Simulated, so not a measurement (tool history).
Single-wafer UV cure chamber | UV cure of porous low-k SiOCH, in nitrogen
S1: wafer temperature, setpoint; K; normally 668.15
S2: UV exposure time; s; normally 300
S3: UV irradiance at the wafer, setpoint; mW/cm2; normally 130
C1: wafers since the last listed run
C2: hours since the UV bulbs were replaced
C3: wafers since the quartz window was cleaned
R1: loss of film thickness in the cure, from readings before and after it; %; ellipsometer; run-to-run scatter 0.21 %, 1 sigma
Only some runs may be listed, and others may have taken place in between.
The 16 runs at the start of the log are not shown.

run	hour	S1	S2	S3	C1	C2	C3	R1
17	755.1	668.15	255	130	299	1840.2	647	13.912
18	837.2	656.15	300	130	365	1922.3	1013	13.920
19	890.9	656.15	300	130	239	1976.0	1253	13.939
20	946.9	668.15	415	144	249	2032.0	1502	16.271
21	1131.5	668.15	415	144	822	2216.6	2325	15.392
# hour 1196.7: quartz window cleaned
22	1197.2	668.15	300	130	257	2282.3	2	14.535
23	1256.9	668.15	300	130	266	2342.0	268	14.805
24	1305.2	668.15	300	130	215	2390.3	483	14.790
25	1351.5	657.15	460	164	206	2436.6	690	17.602
26	1401.2	668.15	300	165	221	2486.3	911	15.503
27	1433.4	668.15	300	130	143	2518.5	1055	14.299
28	1502.5	668.15	450	145	308	2587.6	1363	16.591
29	1567.7	668.15	395	130	290	2652.8	1653	14.963
30	1593.6	668.15	300	130	115	2678.7	1769	13.594
31	1661.1	683.15	300	94	300	2746.2	2070	12.539
# hour 1717.5: quartz window cleaned
32	1732.6	655.15	175	91	283	2817.7	67	10.200
# hour 1754.1: UV bulbs replaced
33	1760.6	668.15	450	130	89	6.5	156	16.831
34	1792.0	676.15	155	113	139	37.9	296	10.837
35	1972.4	668.15	215	111	804	218.3	1100	12.060
36	2035.6	668.15	300	130	281	281.5	1382	14.183
37	2100.9	680.15	200	130	291	346.8	1673	12.208
38	2146.0	668.15	235	130	201	391.9	1874	12.505

Predict the results of run 39:
# hour 2203.7: quartz window cleaned
39	2213.9	668.15	300	160	267	459.8	45	?

{"run 39": {"R1": 15.505}}
On a tool with no hidden condition, and with the same random variation, this run would have come out at R1 15.728 %.
